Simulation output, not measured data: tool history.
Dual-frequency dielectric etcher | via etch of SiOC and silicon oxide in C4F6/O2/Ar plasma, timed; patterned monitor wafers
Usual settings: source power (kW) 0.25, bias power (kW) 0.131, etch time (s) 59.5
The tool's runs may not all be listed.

| run | hour | source power (kW) | bias power (kW) | etch time (s) | wafers since the last listed run | hours since the last wet clean | hours since the last source power generator calibration | hours since the last bias power generator calibration | hours since the last upper electrode change | hours since the gauge calibration | read-back reference wafer on the same gauge, depth_nm | mean etch depth across the wafer (nm) |
|---|---|---|---|---|---|---|---|---|---|---|---|---|
| 1 | 0 | 0.25 | 0.157 | 59.5 | 0 | 52.6 | 831.5 | 1026.4 | 4887.7 | 402.1 | 42.4 | 55.8 |
| 2 | 38.7 | 0.25 | 0.157 | 59.5 | 577 | 91.3 | 870.2 | 1065.1 | 4926.4 | 440.8 | 42.4 | 55.8 |
| 3 | 127 | 0.25 | 0.131 | 59.5 | 1317 | 179.6 | 958.5 | 1153.4 | 5014.7 | 529.1 | 42.4 | 51.3 |
|  | 166.9 | upper electrode replaced |
| 4 | 218.5 | 0.25 | 0.131 | 59.5 | 1007 | 271.1 | 1050 | 1244.9 | 51.6 | 620.6 | 42.3 | 51.6 |
| 5 | 292.8 | 0.25 | 0.131 | 59.5 | 1108 | 345.4 | 1124.3 | 1319.2 | 125.9 | 694.9 | 42.4 | 51.3 |
| 6 | 348.1 | 0.25 | 0.131 | 59.5 | 825 | 400.7 | 1179.6 | 1374.5 | 181.2 | 750.2 | 42.4 | 51.2 |
| 7 | 393.4 | 0.25 | 0.131 | 59.5 | 675 | 446 | 1224.9 | 1419.8 | 226.5 | 795.5 | 42.4 | 51.1 |
| 8 | 479.2 | 0.25 | 0.131 | 53.5 | 1280 | 531.8 | 1310.7 | 1505.6 | 312.3 | 881.3 | 42.4 | 46.4 |
| 9 | 535.3 | 0.25 | 0.131 | 59.5 | 837 | 587.9 | 1366.8 | 1561.7 | 368.4 | 937.4 | 42.4 | 50.8 |
| 10 | 611.5 | 0.3 | 0.15 | 76.5 | 1136 | 664.1 | 1443 | 1637.9 | 444.6 | 1013.6 | 42.4 | 74.8 |
| 11 | 651.6 | 0.25 | 0.164 | 50 | 598 | 704.2 | 1483.1 | 1678 | 484.7 | 1053.7 | 42.4 | 47.8 |
| 12 | 756.2 | 0.25 | 0.106 | 45.5 | 1560 | 808.8 | 1587.7 | 1782.6 | 589.3 | 1158.3 | 42.4 | 35.3 |
|  | 791.7 | wet clean of the chamber |
| 13 | 817.2 | 0.25 | 0.131 | 59.5 | 552 | 25.5 | 1648.7 | 1843.6 | 650.3 | 1219.3 | 42.4 | 51 |
| 14 | 871.9 | 0.21 | 0.1 | 59.5 | 816 | 80.2 | 1703.4 | 1898.3 | 705 | 1274 | 42.4 | 42.1 |
|  | 916.9 | bias power generator calibrated |
| 15 | 968 | 0.31 | 0.131 | 59.5 | 1374 | 176.3 | 1799.5 | 51.1 | 801.1 | 1370.1 | 42.4 | 54.4 |
| 16 | 1059.4 | 0.2 | 0.16 | 66.5 | 1363 | 267.7 | 1890.9 | 142.5 | 892.5 | 1461.5 | 42.4 | 56.9 |
| 17 | 1357.1 | 0.25 | 0.106 | 59.5 | 4441 | 565.4 | 2188.6 | 440.2 | 1190.2 | 1759.2 | 42.3 | 45.7 |
|  | 1399 | source power generator calibrated |
| 18 | 1442 | 0.21 | 0.131 | 42 | 1207 | 650.3 | 43 | 525.1 | 1275.1 | 1844.1 | 42.4 | 33.1 |
| 19 | 1546.7 | 0.3 | 0.113 | 52.5 | 1562 | 755 | 147.7 | 629.8 | 1379.8 | 1948.8 | 42.4 | 44.4 |
| 20 | 1613 | 0.22 | 0.114 | 70.5 | 989 | 821.3 | 214 | 696.1 | 1446.1 | 2015.1 | 42.3 | 53.2 |
|  | 1656.4 | wet clean of the chamber |
|  | 1661.2 | gauge calibrated |
| 21 | 1744.4 | 0.25 | 0.131 | 59.5 | 1602 | 88 | 345.4 | 827.5 | 1577.5 | 83.2 | 42.4 | 50.1 |
| 22 | 1804.7 | 0.27 | 0.162 | 68 | 899 | 148.3 | 405.7 | 887.8 | 1637.8 | 143.5 | 42.5 | 65 |
|  | 1829.7 | bias power generator calibrated, repeated, since the last time left the tool worse |
| 23 | 1848.7 | 0.25 | 0.131 | 59.5 | 596 | 192.3 | 449.7 | 19 | 1681.8 | 187.5 | 42.4 | 51.9 |
| 24 | 1943.1 | 0.25 | 0.131 | 59.5 | 1408 | 286.7 | 544.1 | 113.4 | 1776.2 | 281.9 | 42.4 | 51.6 |
| 25 | 2039.5 | 0.25 | 0.16 | 51 | 1438 | 383.1 | 640.5 | 209.8 | 1872.6 | 378.3 | 42.4 | 49 |
| 26 | 2095.5 | 0.25 | 0.131 | 59.5 | 835 | 439.1 | 696.5 | 265.8 | 1928.6 | 434.3 | 42.4 | 51.7 |
|  | 2332.4 | wet clean of the chamber |
| 27 | 2389 | 0.25 | 0.143 | 59.5 | 4021 | 56.6 | 990 | 559.3 | 2222.1 | 727.8 | 42.4 | 53.9 |
| 28 | 2480.7 | 0.25 | 0.131 | 50 | 1368 | 148.3 | 1081.7 | 651 | 2313.8 | 819.5 | 42.4 | 43.7 |
| 29 | 2549.5 | 0.3 | 0.163 | 59.5 | 1026 | 217.1 | 1150.5 | 719.8 | 2382.6 | 888.3 | 42.4 | 61.1 |

Forecast each of these 4 alternatives for the next run:
| A | 2549.9 | 0.25 | 0.131 | 71.5 | 5 | 217.5 | 1150.9 | 720.2 | 2383 | 888.7 | ? | ? |
| B | 2549.9 | 0.25 | 0.156 | 59.5 | 5 | 217.5 | 1150.9 | 720.2 | 2383 | 888.7 | ? | ? |
| C | 2549.9 | 0.28 | 0.131 | 59.5 | 5 | 217.5 | 1150.9 | 720.2 | 2383 | 888.7 | ? | ? |
| D | 2549.9 | 0.28 | 0.149 | 44 | 5 | 217.5 | 1150.9 | 720.2 | 2383 | 888.7 | ? | ? |

| run | read-back reference wafer on the same gauge, depth_nm | mean etch depth across the wafer (nm) |
|---|---|---|
| A | 42.4 | 62.2 |
| B | 42.4 | 56.2 |
| C | 42.4 | 54.1 |
| D | 42.4 | 42.4 |
Without the tool's hidden state the same runs would have given:
| run | mean etch depth across the wafer (nm) |
|---|---|
| A | 62.4 |
| B | 56.3 |
| C | 54.2 |
| D | 42.5 |

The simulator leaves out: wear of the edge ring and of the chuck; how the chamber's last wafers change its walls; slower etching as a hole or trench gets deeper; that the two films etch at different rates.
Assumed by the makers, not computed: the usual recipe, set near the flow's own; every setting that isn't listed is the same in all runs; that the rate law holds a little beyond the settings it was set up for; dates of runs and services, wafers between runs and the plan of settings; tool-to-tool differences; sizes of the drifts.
